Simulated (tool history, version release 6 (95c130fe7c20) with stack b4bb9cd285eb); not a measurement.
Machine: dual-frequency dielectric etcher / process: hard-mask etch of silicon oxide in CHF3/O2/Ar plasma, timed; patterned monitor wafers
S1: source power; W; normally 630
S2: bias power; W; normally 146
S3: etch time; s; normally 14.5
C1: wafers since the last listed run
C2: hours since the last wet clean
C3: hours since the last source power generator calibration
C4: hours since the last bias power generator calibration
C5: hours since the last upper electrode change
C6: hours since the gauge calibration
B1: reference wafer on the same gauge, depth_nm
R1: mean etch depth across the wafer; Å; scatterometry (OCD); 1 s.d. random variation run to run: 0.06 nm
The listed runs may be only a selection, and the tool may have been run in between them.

run 1 hour=0.0 | S1=630 S2=146 S3=14.5 | C1=0 C2=362.5 C3=627.1 C4=1511.2 C5=2477.9 C6=1603.8 | B1=33.09 | R1=278.9
run 2 hour=34.8 | S1=630 S2=146 S3=14.5 | C1=599 C2=397.3 C3=661.9 C4=1546.0 C5=2512.7 C6=1638.6 | B1=33.08 | R1=279.8
run 3 hour=83.1 | S1=630 S2=146 S3=14.5 | C1=832 C2=445.6 C3=710.2 C4=1594.3 C5=2561.0 C6=1686.9 | B1=33.12 | R1=280.0
run 4 hour=107.4 | S1=630 S2=146 S3=14.5 | C1=418 C2=469.9 C3=734.5 C4=1618.6 C5=2585.3 C6=1711.2 | B1=33.08 | R1=279.6
run 5 hour=289.9 | S1=630 S2=146 S3=14.5 | C1=3145 C2=652.4 C3=917.0 C4=1801.1 C5=2767.8 C6=1893.7 | B1=33.12 | R1=281.4
-- hour=339.9 wet clean of the chamber
run 6 hour=497.6 | S1=630 S2=146 S3=14.5 | C1=3165 C2=157.7 C3=1124.7 C4=2008.8 C5=2975.5 C6=2101.4 | B1=33.09 | R1=282.4
-- hour=510.3 gauge calibrated
run 7 hour=524.3 | S1=630 S2=146 S3=14.5 | C1=460 C2=184.4 C3=1151.4 C4=2035.5 C5=3002.2 C6=14.0 | B1=33.08 | R1=282.5
run 8 hour=561.8 | S1=630 S2=146 S3=14.5 | C1=646 C2=221.9 C3=1188.9 C4=2073.0 C5=3039.7 C6=51.5 | B1=33.11 | R1=282.9
run 9 hour=630.0 | S1=630 S2=146 S3=13.0 | C1=1175 C2=290.1 C3=1257.1 C4=2141.2 C5=3107.9 C6=119.7 | B1=33.10 | R1=254.0
run 10 hour=702.5 | S1=630 S2=146 S3=13.0 | C1=1249 C2=362.6 C3=1329.6 C4=2213.7 C5=3180.4 C6=192.2 | B1=33.11 | R1=253.7
run 11 hour=735.2 | S1=630 S2=146 S3=13.0 | C1=563 C2=395.3 C3=1362.3 C4=2246.4 C5=3213.1 C6=224.9 | B1=33.06 | R1=254.4
-- hour=775.2 source power generator calibrated
run 12 hour=778.9 | S1=570 S2=146 S3=14.5 | C1=684 C2=439.0 C3=3.7 C4=2290.1 C5=3256.8 C6=268.6 | B1=33.09 | R1=263.2
run 13 hour=845.8 | S1=560 S2=115 S3=11.5 | C1=1152 C2=505.9 C3=70.6 C4=2357.0 C5=3323.7 C6=335.5 | B1=33.09 | R1=197.7
run 14 hour=880.3 | S1=550 S2=146 S3=10.5 | C1=594 C2=540.4 C3=105.1 C4=2391.5 C5=3358.2 C6=370.0 | B1=33.13 | R1=186.0
-- hour=925.9 bias power generator calibrated
run 15 hour=941.9 | S1=630 S2=146 S3=14.5 | C1=992 C2=602.0 C3=166.7 C4=16.0 C5=3419.8 C6=431.6 | B1=33.09 | R1=280.3
run 16 hour=980.9 | S1=630 S2=146 S3=10.5 | C1=672 C2=641.0 C3=205.7 C4=55.0 C5=3458.8 C6=470.6 | B1=33.09 | R1=202.9
-- hour=1022.4 wet clean of the chamber
run 17 hour=1038.2 | S1=710 S2=179 S3=13.0 | C1=573 C2=15.8 C3=263.0 C4=112.3 C5=3516.1 C6=527.9 | B1=33.08 | R1=280.3
run 18 hour=1077.3 | S1=770 S2=158 S3=14.5 | C1=673 C2=54.9 C3=302.1 C4=151.4 C5=3555.2 C6=567.0 | B1=33.11 | R1=317.1
-- hour=1106.1 upper electrode replaced
run 19 hour=1115.9 | S1=630 S2=146 S3=14.5 | C1=251 C2=93.5 C3=340.7 C4=190.0 C5=9.8 C6=605.6 | B1=33.10 | R1=280.7
run 20 hour=1173.1 | S1=550 S2=175 S3=16.5 | C1=985 C2=150.7 C3=397.9 C4=247.2 C5=67.0 C6=662.8 | B1=33.13 | R1=305.3
run 21 hour=1209.2 | S1=630 S2=146 S3=14.5 | C1=622 C2=186.8 C3=434.0 C4=283.3 C5=103.1 C6=698.9 | B1=33.14 | R1=280.6
run 22 hour=1245.1 | S1=630 S2=146 S3=12.0 | C1=618 C2=222.7 C3=469.9 C4=319.2 C5=139.0 C6=734.8 | B1=33.10 | R1=231.7
run 23 hour=1309.2 | S1=630 S2=146 S3=14.5 | C1=1104 C2=286.8 C3=534.0 C4=383.3 C5=203.1 C6=798.9 | B1=33.10 | R1=281.3
run 24 hour=1376.1 | S1=630 S2=113 S3=10.5 | C1=1152 C2=353.7 C3=600.9 C4=450.2 C5=270.0 C6=865.8 | B1=33.09 | R1=194.5
run 25 hour=1427.2 | S1=630 S2=146 S3=14.5 | C1=880 C2=404.8 C3=652.0 C4=501.3 C5=321.1 C6=916.9 | B1=33.11 | R1=281.5
run 26 hour=1479.9 | S1=630 S2=133 S3=14.5 | C1=908 C2=457.5 C3=704.7 C4=554.0 C5=373.8 C6=969.6 | B1=33.10 | R1=276.6
run 27 hour=1514.4 | S1=630 S2=146 S3=14.5 | C1=594 C2=492.0 C3=739.2 C4=588.5 C5=408.3 C6=1004.1 | B1=33.09 | R1=280.4
run 28 hour=1560.4 | S1=690 S2=146 S3=14.5 | C1=792 C2=538.0 C3=785.2 C4=634.5 C5=454.3 C6=1050.1 | B1=33.11 | R1=296.6
run 29 hour=1619.8 | S1=630 S2=146 S3=14.5 | C1=1023 C2=597.4 C3=844.6 C4=693.9 C5=513.7 C6=1109.5 | B1=33.08 | R1=283.1

Some steps in R1, run to run, broken into two amounts with sign: the step expected even without the hidden condition (settings, incoming material, random variation), and the rest, left for the hidden condition together with whatever gauge scatter is not in both the measured and the hidden-condition-free result:
Hidden state at play: etch rate over this chamber's usual, %; source power that arrives over what is set, %; bias power that arrives over what is set, %; gauge reads high (%).
Run 5 -> 6: wet clean of the chamber. R1 +1.0 Å: hidden state +1.1, all else -0.1.
Run 11 -> 12: S1 630 -> 570, S3 13.0 -> 14.5, source power generator calibrated. R1 +8.8 Å: hidden state -3.7, all else +12.5.
Run 14 -> 15: S1 550 -> 630, S3 10.5 -> 14.5, bias power generator calibrated. R1 +94.3 Å: hidden state +0.6, all else +93.7.
Run 24 -> 25: S2 113 -> 146, S3 10.5 -> 14.5. R1 +87.0 Å: hidden state +0.9, all else +86.1.

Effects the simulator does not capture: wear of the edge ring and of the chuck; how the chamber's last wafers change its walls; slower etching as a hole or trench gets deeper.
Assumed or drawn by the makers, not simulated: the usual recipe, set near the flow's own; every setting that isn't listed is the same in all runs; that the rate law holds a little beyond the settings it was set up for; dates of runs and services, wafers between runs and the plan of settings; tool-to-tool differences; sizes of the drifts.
